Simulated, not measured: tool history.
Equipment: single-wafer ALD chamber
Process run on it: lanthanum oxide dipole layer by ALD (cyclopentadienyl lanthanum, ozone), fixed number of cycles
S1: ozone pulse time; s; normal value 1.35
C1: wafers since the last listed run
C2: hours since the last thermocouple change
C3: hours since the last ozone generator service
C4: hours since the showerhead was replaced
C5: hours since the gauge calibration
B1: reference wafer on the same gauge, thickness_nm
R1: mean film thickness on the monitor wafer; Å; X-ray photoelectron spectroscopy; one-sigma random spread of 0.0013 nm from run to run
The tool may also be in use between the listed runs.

| run | hour | S1 | C1 | C2 | C3 | C4 | C5 | B1 | R1 |
|---|---|---|---|---|---|---|---|---|---|
| 1 | 0 | 1.35 | 0 | 1831.9 | 540.1 | 6274.1 | 170.2 | 0.596 | 4.85 |
| 2 | 18.6 | 1.35 | 359 | 1850.5 | 558.7 | 6292.7 | 188.8 | 0.595 | 4.86 |
| 3 | 35.4 | 1.35 | 325 | 1867.3 | 575.5 | 6309.5 | 205.6 | 0.596 | 4.86 |
| 4 | 126.2 | 1.35 | 1757 | 1958.1 | 666.3 | 6400.3 | 296.4 | 0.596 | 4.86 |
| 5 | 151.7 | 1.35 | 493 | 1983.6 | 691.8 | 6425.8 | 321.9 | 0.595 | 4.86 |
| 6 | 167.7 | 1.35 | 309 | 1999.6 | 707.8 | 6441.8 | 337.9 | 0.597 | 4.85 |
| 7 | 194 | 1.35 | 509 | 2025.9 | 734.1 | 6468.1 | 364.2 | 0.597 | 4.83 |
| 8 | 210.3 | 1.35 | 315 | 2042.2 | 750.4 | 6484.4 | 380.5 | 0.596 | 4.84 |
| 9 | 224.2 | 1.35 | 269 | 2056.1 | 764.3 | 6498.3 | 394.4 | 0.597 | 4.84 |
| 10 | 239.3 | 1.73 | 292 | 2071.2 | 779.4 | 6513.4 | 409.5 | 0.596 | 5.05 |
|  | 262.4 | gauge calibrated |
| 11 | 263.9 | 1.73 | 476 | 2095.8 | 804 | 6538 | 1.5 | 0.596 | 5.08 |
| 12 | 283.9 | 1.73 | 387 | 2115.8 | 824 | 6558 | 21.5 | 0.596 | 5.04 |
| 13 | 318.8 | 1.35 | 675 | 2150.7 | 858.9 | 6592.9 | 56.4 | 0.596 | 4.83 |
| 14 | 343.9 | 1.35 | 485 | 2175.8 | 884 | 6618 | 81.5 | 0.596 | 4.83 |
| 15 | 370.8 | 1.35 | 520 | 2202.7 | 910.9 | 6644.9 | 108.4 | 0.596 | 4.84 |
| 16 | 405.4 | 1.35 | 669 | 2237.3 | 945.5 | 6679.5 | 143 | 0.596 | 4.85 |
| 17 | 421.9 | 1.35 | 319 | 2253.8 | 962 | 6696 | 159.5 | 0.596 | 4.84 |
|  | 448.2 | ozone generator serviced |
| 18 | 450.8 | 1.11 | 404 | 2282.7 | 2.6 | 6724.9 | 188.4 | 0.596 | 4.85 |
| 19 | 473.6 | 1.04 | 441 | 2305.5 | 25.4 | 6747.7 | 211.2 | 0.596 | 4.77 |
|  | 495.1 | showerhead replaced, of another model than before |
| 20 | 503.1 | 1.72 | 416 | 2335 | 54.9 | 8 | 240.7 | 0.597 | 5.18 |
|  | 517 | thermocouple changed; heater temperature recalibrated |
| 21 | 534.1 | 1.89 | 445 | 17.1 | 85.9 | 39 | 271.7 | 0.596 | 5.22 |
| 22 | 566.2 | 1.66 | 621 | 49.2 | 118 | 71.1 | 303.8 | 0.596 | 5.12 |
| 23 | 597.8 | 1.87 | 611 | 80.8 | 149.6 | 102.7 | 335.4 | 0.595 | 5.2 |
| 24 | 624.8 | 1.14 | 522 | 107.8 | 176.6 | 129.7 | 362.4 | 0.597 | 4.7 |
| 25 | 640.7 | 1.74 | 307 | 123.7 | 192.5 | 145.6 | 378.3 | 0.596 | 5.14 |
| 26 | 669.5 | 1.62 | 557 | 152.5 | 221.3 | 174.4 | 407.1 | 0.596 | 5.08 |
| 27 | 701.9 | 1.04 | 627 | 184.9 | 253.7 | 206.8 | 439.5 | 0.596 | 4.53 |
| 28 | 727.7 | 0.81 | 499 | 210.7 | 279.5 | 232.6 | 465.3 | 0.596 | 4.12 |
| 29 | 750.6 | 1.35 | 443 | 233.6 | 302.4 | 255.5 | 488.2 | 0.596 | 4.89 |
| 30 | 766.1 | 0.98 | 299 | 249.1 | 317.9 | 271 | 503.7 | 0.596 | 4.42 |
|  | 782.2 | gauge calibrated |
| 31 | 794.4 | 1.18 | 547 | 277.4 | 346.2 | 299.3 | 12.2 | 0.596 | 4.69 |
| 32 | 815.6 | 1.54 | 410 | 298.6 | 367.4 | 320.5 | 33.4 | 0.596 | 4.99 |
| 33 | 834.4 | 1.35 | 363 | 317.4 | 386.2 | 339.3 | 52.2 | 0.596 | 4.83 |

Alternative continuations, all from the tool just after run 33; predict every row:
| A | 834.8 | 1.03 | 7 | 317.8 | 386.6 | 339.7 | 52.6 | ? | ? |
| B | 834.8 | 1.56 | 7 | 317.8 | 386.6 | 339.7 | 52.6 | ? | ? |
| C | 834.8 | 1.63 | 7 | 317.8 | 386.6 | 339.7 | 52.6 | ? | ? |

| run | B1 | R1 |
|---|---|---|
| A | 0.596 | 4.47 |
| B | 0.596 | 4.99 |
| C | 0.596 | 5.04 |
Without the tool's hidden state the same runs would have given:
| run | R1 |
|---|---|
| A | 4.71 |
| B | 5.14 |
| C | 5.17 |
